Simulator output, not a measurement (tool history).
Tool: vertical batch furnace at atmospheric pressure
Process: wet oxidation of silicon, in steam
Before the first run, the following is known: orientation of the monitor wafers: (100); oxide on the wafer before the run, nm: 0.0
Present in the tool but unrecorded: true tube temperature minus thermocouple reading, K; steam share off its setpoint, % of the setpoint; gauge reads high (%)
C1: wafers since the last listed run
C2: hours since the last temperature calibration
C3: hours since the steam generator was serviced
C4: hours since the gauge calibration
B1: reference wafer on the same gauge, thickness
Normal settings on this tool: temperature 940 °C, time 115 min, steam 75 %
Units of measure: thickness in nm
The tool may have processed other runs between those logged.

Run 1, hour 0: usual settings; C1 0; C2 1356.4; C3 444.8; C4 1225; B1 379.49. Result: thickness 318.02 nm.
Run 2, hour 40.7: usual settings; C1 424; C2 1397.1; C3 485.5; C4 1265.7; B1 378.59. Result: thickness 317.37 nm.
Run 3, hour 71.6: usual settings; C1 322; C2 1428; C3 516.4; C4 1296.6; B1 379.08. Result: thickness 317.1 nm.
Run 4, hour 125.1: usual settings; C1 558; C2 1481.5; C3 569.9; C4 1350.1; B1 377.85. Result: thickness 316.09 nm.
Run 5, hour 179: usual settings; C1 562; C2 1535.4; C3 623.8; C4 1404; B1 377.46. Result: thickness 317.83 nm.
Run 6, hour 246.7: usual settings; C1 706; C2 1603.1; C3 691.5; C4 1471.7; B1 377.23. Result: thickness 319.01 nm.
Run 7, hour 318.6: usual settings but temperature 930 °C; C1 750; C2 1675; C3 763.4; C4 1543.6; B1 375.3. Result: thickness 285.84 nm.
Run 8, hour 350: usual settings but temperature 930 °C; C1 327; C2 1706.4; C3 794.8; C4 1575; B1 374.88. Result: thickness 286.33 nm.
Run 9, hour 409.3: usual settings; C1 619; C2 1765.7; C3 854.1; C4 1634.3; B1 374.35. Result: thickness 311.51 nm.
Run 10, hour 441.5: usual settings; C1 336; C2 1797.9; C3 886.3; C4 1666.5; B1 372.91. Result: thickness 313.87 nm.
At hour 503.4: gauge calibrated.
Run 11, hour 513.3: usual settings but temperature 927 °C; C1 749; C2 1869.7; C3 958.1; C4 9.9; B1 386.78. Result: thickness 286.18 nm.
Run 12, hour 564.6: usual settings but time 159.5 min; C1 535; C2 1921; C3 1009.4; C4 61.2; B1 385.78. Result: thickness 417.28 nm.
Run 13, hour 634.2: usual settings but time 159.5 min; C1 726; C2 1990.6; C3 1079; C4 130.8; B1 386.54. Result: thickness 413.62 nm.
At hour 664.6: thermocouples replaced and temperature profile calibrated.
Run 14, hour 665.1: usual settings but temperature 922 °C; C1 72; C2 0.5; C3 1109.9; C4 161.7; B1 386.59. Result: thickness 272.95 nm.
Run 15, hour 715.8: usual settings but temperature 922 °C; C1 529; C2 51.2; C3 1160.6; C4 212.4; B1 386.14. Result: thickness 272.68 nm.
Run 16, hour 776.5: usual settings but temperature 922 °C; C1 633; C2 111.9; C3 1221.3; C4 273.1; B1 386. Result: thickness 272.61 nm.
Run 17, hour 807.6: usual settings; C1 324; C2 143; C3 1252.4; C4 304.2; B1 386.35. Result: thickness 326.75 nm.
Run 18, hour 865.9: usual settings; C1 608; C2 201.3; C3 1310.7; C4 362.5; B1 385.65. Result: thickness 322.65 nm.
At hour 932.8: steam generator serviced.
Run 19, hour 933.3: usual settings but temperature 931 °C, time 164.5 min; C1 453; C2 268.7; C3 0.5; C4 429.9; B1 385.58. Result: thickness 394.37 nm.
Run 20, hour 965: usual settings but time 156 min; C1 330; C2 300.4; C3 32.2; C4 461.6; B1 385.53. Result: thickness 409.39 nm.
Run 21, hour 1005.3: usual settings but temperature 928 °C, time 137 min, steam 65 %; C1 420; C2 340.7; C3 72.5; C4 501.9; B1 385.2. Result: thickness 297.14 nm.
Run 22, hour 1051.2: usual settings; C1 479; C2 386.6; C3 118.4; C4 547.8; B1 385.87. Result: thickness 324.46 nm.
Run 23, hour 1081.7: usual settings but steam 84 %; C1 318; C2 417.1; C3 148.9; C4 578.3; B1 385.51. Result: thickness 351.03 nm.
Run 24, hour 1116.6: usual settings; C1 364; C2 452; C3 183.8; C4 613.2; B1 384.41. Result: thickness 322.32 nm.
Run 25, hour 1181.8: usual settings but temperature 919 °C, steam 87 %; C1 680; C2 517.2; C3 249; C4 678.4; B1 384.38. Result: thickness 296.39 nm.
Run 26, hour 1248.1: usual settings but temperature 926 °C; C1 692; C2 583.5; C3 315.3; C4 744.7; B1 384.17. Result: thickness 284.08 nm.
Run 27, hour 1290.1: usual settings; C1 438; C2 625.5; C3 357.3; C4 786.7; B1 383.58. Result: thickness 322.3 nm.
Run 28, hour 1346.5: usual settings but temperature 953 °C, time 82 min, steam 87 %; C1 588; C2 681.9; C3 413.7; C4 843.1; B1 382.91. Result: thickness 314.01 nm.
Run 29, hour 1376.7: usual settings but temperature 949 °C, time 149.5 min, steam 68 %; C1 315; C2 712.1; C3 443.9; C4 873.3; B1 382.74. Result: thickness 392.96 nm.
Run 30, hour 1419.5: usual settings but temperature 959 °C, time 168.5 min, steam 67 %; C1 446; C2 754.9; C3 486.7; C4 916.1; B1 382.09. Result: thickness 463 nm.
Run 31, hour 1557.3: usual settings; C1 1438; C2 892.7; C3 624.5; C4 1053.9; B1 381.5. Result: thickness 316.51 nm.
Run 32, hour 1583.8: usual settings; C1 276; C2 919.2; C3 651; C4 1080.4; B1 380.96. Result: thickness 316.31 nm.
Run 33, hour 1653.1: usual settings but steam 78 %; C1 723; C2 988.5; C3 720.3; C4 1149.7; B1 380.26. Result: thickness 328.23 nm.
Run 34, hour 1681.7: usual settings but time 136.5 min, steam 71 %; C1 298; C2 1017.1; C3 748.9; C4 1178.3; B1 380.03. Result: thickness 348.87 nm.
Run 35, hour 1747.5: usual settings but temperature 954 °C, time 88.5 min, steam 79 %; C1 686; C2 1082.9; C3 814.7; C4 1244.1; B1 379.81. Result: thickness 308.81 nm.
Run 36, hour 1779.7: usual settings but temperature 925 °C, time 144 min, steam 86 %; C1 336; C2 1115.1; C3 846.9; C4 1276.3; B1 379.61. Result: thickness 366.66 nm.
Run 37, hour 1814: usual settings but steam 86 %; C1 358; C2 1149.4; C3 881.2; C4 1310.6; B1 378.76. Result: thickness 354.86 nm.
Run 38, hour 1852.5: usual settings but temperature 919 °C, time 141.5 min, steam 83 %; C1 401; C2 1187.9; C3 919.7; C4 1349.1; B1 378.41. Result: thickness 330.4 nm.
Run 39, hour 1881.3: usual settings but temperature 965 °C, time 87 min, steam 64 %; C1 300; C2 1216.7; C3 948.5; C4 1377.9; B1 378.16. Result: thickness 283.88 nm.

Here are 3 independent what-if runs from the current tool condition. What would each one return?
Run A, hour 1886.6: usual settings but steam 65 %; C1 55; C2 1222; C3 953.8; C4 1383.2; B1 ?. Result: thickness ?.
Run B, hour 1886.6: usual settings but temperature 962 °C, time 146 min, steam 66 %; C1 55; C2 1222; C3 953.8; C4 1383.2; B1 ?. Result: thickness ?.
Run C, hour 1886.6: usual settings but temperature 930 °C, time 80.5 min, steam 67 %; C1 55; C2 1222; C3 953.8; C4 1383.2; B1 ?. Result: thickness ?.

run      B1  thickness
  A  377.47     283.14
  B  377.47     416.81
  C  377.47     196.46
The same runs, with their run-to-run variation unchanged, on a tool lacking any hidden condition would have given:
run  thickness
  A     290.18
  B     427.18
  C     201.35

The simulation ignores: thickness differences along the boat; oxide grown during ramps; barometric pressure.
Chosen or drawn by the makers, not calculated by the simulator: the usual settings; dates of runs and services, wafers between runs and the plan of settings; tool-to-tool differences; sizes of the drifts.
